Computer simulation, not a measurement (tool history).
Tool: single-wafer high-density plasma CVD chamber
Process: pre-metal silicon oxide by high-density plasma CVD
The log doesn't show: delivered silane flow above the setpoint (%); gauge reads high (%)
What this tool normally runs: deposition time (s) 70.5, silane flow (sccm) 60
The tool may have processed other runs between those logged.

| run | day | deposition time (s) | silane flow (sccm) | wafers since the last listed run | hours since the silane flow controller was replaced | hours since the gauge calibration | read-back reference wafer on the same gauge, thickness_nm | mean film thickness on the monitor wafer (Å) |
|---|---|---|---|---|---|---|---|---|
| 1 | 0.000 | 67.6 | 60 | 0 | 3787.7 | 81.4 | 461.683 | 3999.07 |
| 2 | 0.550 | 70.5 | 60 | 180 | 3800.9 | 94.6 | 461.952 | 4159.44 |
| 3 | 1.012 | 70.5 | 60 | 151 | 3812.0 | 105.7 | 462.147 | 4172.05 |
| 4 | 2.050 | 70.5 | 60 | 340 | 3836.9 | 130.6 | 462.248 | 4168.03 |
| 5 | 2.762 | 70.5 | 60 | 233 | 3854.0 | 147.7 | 462.015 | 4164.71 |
| 6 | 3.033 | 70.5 | 57 | 88 | 3860.5 | 154.2 | 461.960 | 4062.55 |
| 7 | 3.517 | 70.5 | 57 | 158 | 3872.1 | 165.8 | 461.859 | 4062.37 |
| 8 | 4.221 | 70.5 | 57 | 231 | 3889.0 | 182.7 | 462.005 | 4069.55 |
|  | 4.917 | gauge calibrated |
|  | 5.142 | silane flow controller replaced |
| 9 | 5.162 | 70.5 | 67 | 199 | 0.5 | 5.9 | 462.119 | 4405.49 |
| 10 | 5.417 | 79.9 | 63 | 83 | 6.6 | 12.0 | 461.996 | 4843.18 |
| 11 | 5.758 | 64.9 | 55 | 112 | 14.8 | 20.2 | 461.930 | 3690.90 |
| 12 | 6.162 | 78.5 | 56 | 132 | 24.5 | 29.9 | 461.996 | 4483.21 |
| 13 | 6.558 | 76.1 | 56 | 129 | 34.0 | 39.4 | 461.777 | 4352.20 |
| 14 | 7.300 | 70.5 | 60 | 243 | 51.8 | 57.2 | 461.816 | 4166.38 |
| 15 | 7.658 | 70.5 | 60 | 117 | 60.4 | 65.8 | 461.932 | 4161.96 |
| 16 | 8.054 | 83.8 | 72 | 129 | 69.9 | 75.3 | 461.938 | 5454.40 |

What differs in the tool's unlogged condition from the final listed run ahead of each entry between runs to the first listed run following it?
Runs 8 to 9: gauge calibrated (day 4.917); silane flow controller replaced (day 5.142)
  nothing in the hidden state changes from one run to the other
